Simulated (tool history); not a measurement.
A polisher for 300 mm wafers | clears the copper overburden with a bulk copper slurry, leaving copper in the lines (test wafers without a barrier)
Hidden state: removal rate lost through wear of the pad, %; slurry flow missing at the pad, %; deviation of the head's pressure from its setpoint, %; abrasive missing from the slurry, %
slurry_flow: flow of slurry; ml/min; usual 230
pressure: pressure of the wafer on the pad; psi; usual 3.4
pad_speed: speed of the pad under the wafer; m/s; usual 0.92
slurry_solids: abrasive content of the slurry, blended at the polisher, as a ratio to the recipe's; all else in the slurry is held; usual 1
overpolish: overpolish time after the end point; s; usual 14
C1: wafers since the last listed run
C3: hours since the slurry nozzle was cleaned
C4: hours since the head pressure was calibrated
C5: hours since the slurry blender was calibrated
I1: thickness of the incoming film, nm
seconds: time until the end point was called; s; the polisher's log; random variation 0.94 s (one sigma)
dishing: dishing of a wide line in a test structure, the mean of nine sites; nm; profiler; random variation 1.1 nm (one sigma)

{"run": 1, "hour": 0.0, "slurry_flow": 230, "pressure": 3.4, "pad_speed": 0.92, "slurry_solids": 1, "overpolish": 14, "C1": 0, "wafers polished on this pad": 1001, "C3": 620.2, "C4": 1467.2, "C5": 162.8, "I1": 940.5, "seconds": 89.1, "dishing": 58.7}
{"hour": 3.4, "done": "head pressure recalibrated"}
{"run": 2, "hour": 59.6, "slurry_flow": 230, "pressure": 3.4, "pad_speed": 1.18, "slurry_solids": 1, "overpolish": 14, "C1": 622, "wafers polished on this pad": 1623, "C3": 679.8, "C4": 56.2, "C5": 222.4, "I1": 937.5, "seconds": 70.2, "dishing": 64}
{"run": 3, "hour": 117.6, "slurry_flow": 230, "pressure": 3.4, "pad_speed": 0.92, "slurry_solids": 1, "overpolish": 14, "C1": 626, "wafers polished on this pad": 2250, "C3": 737.8, "C4": 114.2, "C5": 280.4, "I1": 923.8, "seconds": 88.8, "dishing": 57}
{"run": 4, "hour": 181.7, "slurry_flow": 270, "pressure": 3.4, "pad_speed": 0.78, "slurry_solids": 1, "overpolish": 14, "C1": 692, "wafers polished on this pad": 2943, "C3": 801.9, "C4": 178.3, "C5": 344.5, "I1": 936.3, "seconds": 105.7, "dishing": 53.5}
{"run": 5, "hour": 243.0, "slurry_flow": 215, "pressure": 3.4, "pad_speed": 0.92, "slurry_solids": 0.75, "overpolish": 14, "C1": 662, "wafers polished on this pad": 3605, "C3": 863.2, "C4": 239.6, "C5": 405.8, "I1": 930, "seconds": 96.9, "dishing": 55.7}
{"hour": 259.5, "done": "slurry nozzle cleaned"}
{"hour": 284.8, "done": "slurry blender recalibrated"}
{"run": 6, "hour": 333.1, "slurry_flow": 230, "pressure": 3.7, "pad_speed": 0.92, "slurry_solids": 1, "overpolish": 14, "C1": 941, "wafers polished on this pad": 4547, "C3": 73.6, "C4": 329.7, "C5": 48.3, "I1": 928.7, "seconds": 78.8, "dishing": 62.3}
{"run": 7, "hour": 404.8, "slurry_flow": 230, "pressure": 3.7, "pad_speed": 0.92, "slurry_solids": 1, "overpolish": 14, "C1": 774, "wafers polished on this pad": 5322, "C3": 145.3, "C4": 401.4, "C5": 120, "I1": 943.5, "seconds": 80.8, "dishing": 59.5}
{"run": 8, "hour": 469.2, "slurry_flow": 230, "pressure": 3.7, "pad_speed": 0.92, "slurry_solids": 1, "overpolish": 14, "C1": 696, "wafers polished on this pad": 6018, "C3": 209.7, "C4": 465.8, "C5": 184.4, "I1": 934, "seconds": 80, "dishing": 60.2}
{"hour": 480.2, "done": "worn pad replaced by a new one"}
{"run": 9, "hour": 525.9, "slurry_flow": 230, "pressure": 2.6, "pad_speed": 0.92, "slurry_solids": 1, "overpolish": 14, "C1": 569, "wafers polished on this pad": 494, "C3": 266.4, "C4": 522.5, "C5": 241.1, "I1": 937.3, "seconds": 102.1, "dishing": 52}
{"run": 10, "hour": 604.3, "slurry_flow": 230, "pressure": 2.6, "pad_speed": 0.92, "slurry_solids": 1, "overpolish": 14, "C1": 847, "wafers polished on this pad": 1341, "C3": 344.8, "C4": 600.9, "C5": 319.5, "I1": 944.3, "seconds": 102.6, "dishing": 53.3}
{"run": 11, "hour": 655.8, "slurry_flow": 290, "pressure": 4, "pad_speed": 0.92, "slurry_solids": 1, "overpolish": 14, "C1": 556, "wafers polished on this pad": 1898, "C3": 396.3, "C4": 652.4, "C5": 371, "I1": 923.6, "seconds": 73.2, "dishing": 65.3}
{"hour": 756.4, "done": "slurry blender recalibrated"}
{"run": 12, "hour": 763.7, "slurry_flow": 265, "pressure": 2.4, "pad_speed": 1.04, "slurry_solids": 1, "overpolish": 7, "C1": 1144, "wafers polished on this pad": 3042, "C3": 504.2, "C4": 760.3, "C5": 7.3, "I1": 938.8, "seconds": 94.9, "dishing": 36}
{"run": 13, "hour": 820.2, "slurry_flow": 230, "pressure": 4.4, "pad_speed": 0.92, "slurry_solids": 1.15, "overpolish": 14, "C1": 610, "wafers polished on this pad": 3653, "C3": 560.7, "C4": 816.8, "C5": 63.8, "I1": 933, "seconds": 69.7, "dishing": 66.4}
{"run": 14, "hour": 926.2, "slurry_flow": 230, "pressure": 3.7, "pad_speed": 0.92, "slurry_solids": 1, "overpolish": 14, "C1": 1145, "wafers polished on this pad": 4799, "C3": 666.7, "C4": 922.8, "C5": 169.8, "I1": 954.1, "seconds": 85.2, "dishing": 59.1}
{"hour": 933.3, "done": "worn pad replaced by a new one"}
{"run": 15, "hour": 1004.4, "slurry_flow": 295, "pressure": 3.4, "pad_speed": 0.68, "slurry_solids": 0.8, "overpolish": 18, "C1": 801, "wafers polished on this pad": 768, "C3": 744.9, "C4": 1001, "C5": 248, "I1": 950.5, "seconds": 123.1, "dishing": 56.2}
{"run": 16, "hour": 1063.9, "slurry_flow": 230, "pressure": 3.4, "pad_speed": 0.66, "slurry_solids": 1, "overpolish": 14, "C1": 643, "wafers polished on this pad": 1411, "C3": 804.4, "C4": 1060.5, "C5": 307.5, "I1": 923.3, "seconds": 125, "dishing": 48}
{"run": 17, "hour": 1125.3, "slurry_flow": 230, "pressure": 3.4, "pad_speed": 0.92, "slurry_solids": 1, "overpolish": 14, "C1": 663, "wafers polished on this pad": 2075, "C3": 865.8, "C4": 1121.9, "C5": 368.9, "I1": 945, "seconds": 94.7, "dishing": 56.7}
{"hour": 1177.1, "done": "slurry nozzle cleaned"}
{"run": 18, "hour": 1195.6, "slurry_flow": 270, "pressure": 3.4, "pad_speed": 0.82, "slurry_solids": 0.85, "overpolish": 14, "C1": 749, "wafers polished on this pad": 2824, "C3": 18.5, "C4": 1192.2, "C5": 439.2, "I1": 924, "seconds": 94.4, "dishing": 56}
{"run": 19, "hour": 1246.2, "slurry_flow": 230, "pressure": 3.4, "pad_speed": 0.92, "slurry_solids": 1, "overpolish": 14, "C1": 546, "wafers polished on this pad": 3371, "C3": 69.1, "C4": 1242.8, "C5": 489.8, "I1": 939, "seconds": 86.3, "dishing": 60.9}
{"hour": 1262.9, "done": "slurry blender recalibrated"}
{"run": 20, "hour": 1331.1, "slurry_flow": 230, "pressure": 2.6, "pad_speed": 0.92, "slurry_solids": 0.7, "overpolish": 11, "C1": 896, "wafers polished on this pad": 4267, "C3": 154, "C4": 1327.7, "C5": 68.2, "I1": 919.5, "seconds": 108.7, "dishing": 44.2}
{"hour": 1351.6, "done": "head pressure recalibrated"}
{"hour": 1367.8, "done": "worn pad replaced by a new one"}
{"run": 21, "hour": 1380.9, "slurry_flow": 230, "pressure": 2.9, "pad_speed": 0.92, "slurry_solids": 0.9, "overpolish": 14, "C1": 473, "wafers polished on this pad": 141, "C3": 203.8, "C4": 29.3, "C5": 118, "I1": 924.4, "seconds": 94.9, "dishing": 54.8}
{"run": 22, "hour": 1467.5, "slurry_flow": 230, "pressure": 3.4, "pad_speed": 0.92, "slurry_solids": 1, "overpolish": 14, "C1": 936, "wafers polished on this pad": 1077, "C3": 290.4, "C4": 115.9, "C5": 204.6, "I1": 916.4, "seconds": 85.7, "dishing": 57.8}
{"run": 23, "hour": 1509.2, "slurry_flow": 305, "pressure": 3.4, "pad_speed": 0.68, "slurry_solids": 1, "overpolish": 14, "C1": 450, "wafers polished on this pad": 1527, "C3": 332.1, "C4": 157.6, "C5": 246.3, "I1": 927.5, "seconds": 109.3, "dishing": 48.9}
{"run": 24, "hour": 1556.2, "slurry_flow": 160, "pressure": 3.4, "pad_speed": 0.92, "slurry_solids": 1, "overpolish": 14, "C1": 508, "wafers polished on this pad": 2035, "C3": 379.1, "C4": 204.6, "C5": 293.3, "I1": 928.1, "seconds": 93.1, "dishing": 56.4}
{"run": 25, "hour": 1627.3, "slurry_flow": 255, "pressure": 3.4, "pad_speed": 0.92, "slurry_solids": 1, "overpolish": 14, "C1": 768, "wafers polished on this pad": 2804, "C3": 450.2, "C4": 275.7, "C5": 364.4, "I1": 924.3, "seconds": 84.9, "dishing": 59.9}
{"run": 26, "hour": 1694.2, "slurry_flow": 230, "pressure": 3.4, "pad_speed": 0.78, "slurry_solids": 1.15, "overpolish": 14, "C1": 723, "wafers polished on this pad": 3527, "C3": 517.1, "C4": 342.6, "C5": 431.3, "I1": 916.1, "seconds": 98.8, "dishing": 54.6}
{"hour": 1708.7, "done": "slurry blender recalibrated"}
{"run": 27, "hour": 1789.5, "slurry_flow": 170, "pressure": 3.4, "pad_speed": 0.66, "slurry_solids": 1.25, "overpolish": 14, "C1": 1008, "wafers polished on this pad": 4535, "C3": 612.4, "C4": 437.9, "C5": 80.8, "I1": 933.9, "seconds": 122, "dishing": 46.5}
{"run": 28, "hour": 1893.7, "slurry_flow": 175, "pressure": 3.4, "pad_speed": 0.92, "slurry_solids": 1.2, "overpolish": 14, "C1": 1126, "wafers polished on this pad": 5662, "C3": 716.6, "C4": 542.1, "C5": 185, "I1": 936.9, "seconds": 92.3, "dishing": 58.1}
{"hour": 1915.8, "done": "slurry nozzle cleaned"}
{"hour": 1925.2, "done": "worn pad replaced by a new one"}
{"run": 29, "hour": 1941.5, "slurry_flow": 230, "pressure": 4.1, "pad_speed": 0.92, "slurry_solids": 1, "overpolish": 14, "C1": 462, "wafers polished on this pad": 175, "C3": 25.7, "C4": 589.9, "C5": 232.8, "I1": 936.5, "seconds": 75.2, "dishing": 63.5}

3 ways to go on from here, each from the tool as it stands after run 29. What would each give?
{"run": "A", "hour": 1942.0, "slurry_flow": 230, "pressure": 3.4, "pad_speed": 0.92, "slurry_solids": 1, "overpolish": 14, "C1": 5, "wafers polished on this pad": 181, "C3": 26.2, "C4": 590.4, "C5": 233.3, "I1": 948.2, "seconds": "?", "dishing": "?"}
{"run": "B", "hour": 1942.0, "slurry_flow": 230, "pressure": 3.4, "pad_speed": 1.2, "slurry_solids": 1, "overpolish": 14, "C1": 5, "wafers polished on this pad": 181, "C3": 26.2, "C4": 590.4, "C5": 233.3, "I1": 948.2, "seconds": "?", "dishing": "?"}
{"run": "C", "hour": 1942.0, "slurry_flow": 230, "pressure": 4, "pad_speed": 1.18, "slurry_solids": 1, "overpolish": 14, "C1": 5, "wafers polished on this pad": 181, "C3": 26.2, "C4": 590.4, "C5": 233.3, "I1": 948.2, "seconds": "?", "dishing": "?"}

run=A seconds=85.4 dishing=60.2
run=B seconds=66 dishing=67.1
run=C seconds=59.5 dishing=70.9
Without the tool's hidden state the same runs would have given:
run=A seconds=84.7 dishing=60.4
run=B seconds=65.5 dishing=67.3
run=C seconds=59 dishing=71.1
